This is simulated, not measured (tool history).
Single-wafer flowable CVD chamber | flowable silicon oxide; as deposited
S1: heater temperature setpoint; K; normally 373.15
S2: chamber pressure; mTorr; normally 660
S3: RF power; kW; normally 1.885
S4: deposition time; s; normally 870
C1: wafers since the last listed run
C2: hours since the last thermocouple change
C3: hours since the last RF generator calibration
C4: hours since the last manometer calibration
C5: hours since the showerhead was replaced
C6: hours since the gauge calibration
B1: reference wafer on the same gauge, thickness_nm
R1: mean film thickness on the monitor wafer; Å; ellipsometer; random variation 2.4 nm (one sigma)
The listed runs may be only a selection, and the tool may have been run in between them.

run 1 hour=0 | S1=373.15 S2=660 S3=2.035 S4=870 | C1=0 C2=1321.6 C3=1697.4 C4=1059.2 C5=3228.9 C6=603.1 | B1=340.579 | R1=4665.06
-- hour=29.6 gauge calibrated
run 2 hour=32.9 | S1=373.15 S2=660 S3=1.685 S4=870 | C1=88 C2=1354.5 C3=1730.3 C4=1092.1 C5=3261.8 C6=3.3 | B1=340.198 | R1=4540.9
run 3 hour=65.4 | S1=373.15 S2=660 S3=1.685 S4=870 | C1=87 C2=1387 C3=1762.8 C4=1124.6 C5=3294.3 C6=35.8 | B1=340.088 | R1=4556.54
run 4 hour=101 | S1=373.15 S2=660 S3=1.685 S4=870 | C1=96 C2=1422.6 C3=1798.4 C4=1160.2 C5=3329.9 C6=71.4 | B1=339.984 | R1=4551.44
run 5 hour=133.1 | S1=373.15 S2=660 S3=1.885 S4=870 | C1=86 C2=1454.7 C3=1830.5 C4=1192.3 C5=3362 C6=103.5 | B1=339.736 | R1=4713.01
run 6 hour=153.5 | S1=367.15 S2=660 S3=2.155 S4=870 | C1=55 C2=1475.1 C3=1850.9 C4=1212.7 C5=3382.4 C6=123.9 | B1=340.202 | R1=5728.44
run 7 hour=189 | S1=367.15 S2=660 S3=2.155 S4=870 | C1=95 C2=1510.6 C3=1886.4 C4=1248.2 C5=3417.9 C6=159.4 | B1=339.835 | R1=5710.79
run 8 hour=218.6 | S1=373.15 S2=660 S3=1.965 S4=732 | C1=80 C2=1540.2 C3=1916 C4=1277.8 C5=3447.5 C6=189 | B1=340.299 | R1=3990.04
run 9 hour=242 | S1=373.15 S2=660 S3=1.965 S4=732 | C1=63 C2=1563.6 C3=1939.4 C4=1301.2 C5=3470.9 C6=212.4 | B1=340.139 | R1=3990.65
-- hour=264 thermocouple changed; heater temperature recalibrated
-- hour=295.9 capacitance manometer re-zeroed and calibrated
run 10 hour=296.4 | S1=373.15 S2=660 S3=1.885 S4=870 | C1=103 C2=32.4 C3=1993.8 C4=0.5 C5=3525.3 C6=266.8 | B1=340.079 | R1=4069.45
-- hour=315.3 showerhead replaced
run 11 hour=334.2 | S1=373.15 S2=660 S3=1.885 S4=870 | C1=80 C2=70.2 C3=2031.6 C4=38.3 C5=18.9 C6=304.6 | B1=339.87 | R1=4049.11
run 12 hour=365.7 | S1=373.15 S2=660 S3=1.885 S4=870 | C1=85 C2=101.7 C3=2063.1 C4=69.8 C5=50.4 C6=336.1 | B1=340.329 | R1=4097.78
run 13 hour=391.3 | S1=373.15 S2=660 S3=1.885 S4=918 | C1=69 C2=127.3 C3=2088.7 C4=95.4 C5=76 C6=361.7 | B1=339.593 | R1=4334.8
-- hour=405.9 RF generator calibrated
run 14 hour=414.9 | S1=373.15 S2=660 S3=1.885 S4=870 | C1=42 C2=150.9 C3=9 C4=119 C5=99.6 C6=385.3 | B1=340.162 | R1=4086.81
run 15 hour=438.2 | S1=373.15 S2=660 S3=1.885 S4=870 | C1=62 C2=174.2 C3=32.3 C4=142.3 C5=122.9 C6=408.6 | B1=340.579 | R1=4120.05
run 16 hour=467.3 | S1=373.15 S2=660 S3=2.245 S4=737 | C1=78 C2=203.3 C3=61.4 C4=171.4 C5=152 C6=437.7 | B1=340.237 | R1=3600.36
run 17 hour=494.1 | S1=373.15 S2=660 S3=1.885 S4=962 | C1=72 C2=230.1 C3=88.2 C4=198.2 C5=178.8 C6=464.5 | B1=340.031 | R1=4600.59
run 18 hour=526.2 | S1=373.15 S2=660 S3=2.245 S4=958 | C1=86 C2=262.2 C3=120.3 C4=230.3 C5=210.9 C6=496.6 | B1=340.213 | R1=4700.54
run 19 hour=542.2 | S1=363.15 S2=806 S3=1.885 S4=870 | C1=43 C2=278.2 C3=136.3 C4=246.3 C5=226.9 C6=512.6 | B1=340.142 | R1=6752.64
run 20 hour=554.8 | S1=373.15 S2=660 S3=1.685 S4=870 | C1=34 C2=290.8 C3=148.9 C4=258.9 C5=239.5 C6=525.2 | B1=339.729 | R1=4093.95
run 21 hour=579.6 | S1=361.15 S2=724 S3=2.04 S4=1034 | C1=67 C2=315.6 C3=173.7 C4=283.7 C5=264.3 C6=550 | B1=340.007 | R1=7774.3
run 22 hour=596.8 | S1=373.15 S2=506 S3=1.885 S4=870 | C1=46 C2=332.8 C3=190.9 C4=300.9 C5=281.5 C6=567.2 | B1=339.421 | R1=3292.34
-- hour=598.3 gauge calibrated
run 23 hour=627.4 | S1=373.15 S2=660 S3=1.885 S4=870 | C1=82 C2=363.4 C3=221.5 C4=331.5 C5=312.1 C6=29.1 | B1=340.118 | R1=4126.88
run 24 hour=658.6 | S1=363.15 S2=806 S3=1.885 S4=870 | C1=84 C2=394.6 C3=252.7 C4=362.7 C5=343.3 C6=60.3 | B1=340.244 | R1=6730.16
run 25 hour=693.6 | S1=364.15 S2=660 S3=1.885 S4=974 | C1=94 C2=429.6 C3=287.7 C4=397.7 C5=378.3 C6=95.3 | B1=340.067 | R1=6124.97
run 26 hour=717.8 | S1=373.15 S2=660 S3=1.885 S4=870 | C1=65 C2=453.8 C3=311.9 C4=421.9 C5=402.5 C6=119.5 | B1=339.906 | R1=4230.6
run 27 hour=741 | S1=384.15 S2=755 S3=1.775 S4=1027 | C1=62 C2=477 C3=335.1 C4=445.1 C5=425.7 C6=142.7 | B1=339.556 | R1=4062.14
run 28 hour=760.2 | S1=361.15 S2=660 S3=2.085 S4=870 | C1=51 C2=496.2 C3=354.3 C4=464.3 C5=444.9 C6=161.9 | B1=339.911 | R1=6119.34

What will run 29 give?
run 29 hour=775.6 | S1=373.15 S2=660 S3=1.885 S4=870 | C1=41 C2=511.6 C3=369.7 C4=479.7 C5=460.3 C6=177.3 | B1=? | R1=?

For run 29 the tool returned B1 339.564, R1 4207.29 Å.
With no hidden state in the tool, this same run would have given R1 4156.15 Å.
